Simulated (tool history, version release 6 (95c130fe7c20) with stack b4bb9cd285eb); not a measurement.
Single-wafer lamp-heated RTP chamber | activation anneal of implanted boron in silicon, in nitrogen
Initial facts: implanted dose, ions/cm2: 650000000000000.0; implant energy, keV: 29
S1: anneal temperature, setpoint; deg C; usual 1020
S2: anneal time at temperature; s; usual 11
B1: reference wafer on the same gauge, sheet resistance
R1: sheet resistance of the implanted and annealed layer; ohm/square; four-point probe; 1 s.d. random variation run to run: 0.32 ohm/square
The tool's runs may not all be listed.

run    hour    S1  S2      B1      R1
  1       0  1043   6  198.93  172.25
  2    25.3  1043   6  198.95  171.45
  3    82.5  1020  11     199  172.72
  4   116.9  1020  11  199.07  172.62
      148.9  -- reflector plate cleaned
  5     174  1020  11  199.06  172.46
  6     227  1020  11  199.06  172.03
        244  -- pyrometer window cleaned and pyrometer calibrated
  7   281.4  1020  11  198.96  173.29
  8   452.3  1020  11  199.07  172.11
  9   517.2  1020  11  199.11  172.29
        550  -- reflector plate cleaned
 10   550.5  1020  11  198.87  171.48
 11   615.3  1020  11  199.11  171.54
      665.6  -- pyrometer window cleaned and pyrometer calibrated
 12   684.3  1020  11  199.06  173.11
 13   745.2  1020  11  199.02  173.36
 14     774  1020  11  199.15  172.58
 15   841.3  1004  17  199.03  174.92
      902.3  -- reflector plate cleaned
 16   909.9  1020  11  198.98  172.84
 17   954.1   994   9  199.08  179.48
 18  1000.4   996   7  199.01  178.16

The next listed run, before its measurement:
     1015.4  -- gauge calibrated
 19  1029.8  1020  13   ?   ?

For run 19 the tool returned B1 198.85, R1 171.43 ohm/square.
With the hidden condition absent and the run-to-run variation left alone, this run would have shown R1 172.89 ohm/square.

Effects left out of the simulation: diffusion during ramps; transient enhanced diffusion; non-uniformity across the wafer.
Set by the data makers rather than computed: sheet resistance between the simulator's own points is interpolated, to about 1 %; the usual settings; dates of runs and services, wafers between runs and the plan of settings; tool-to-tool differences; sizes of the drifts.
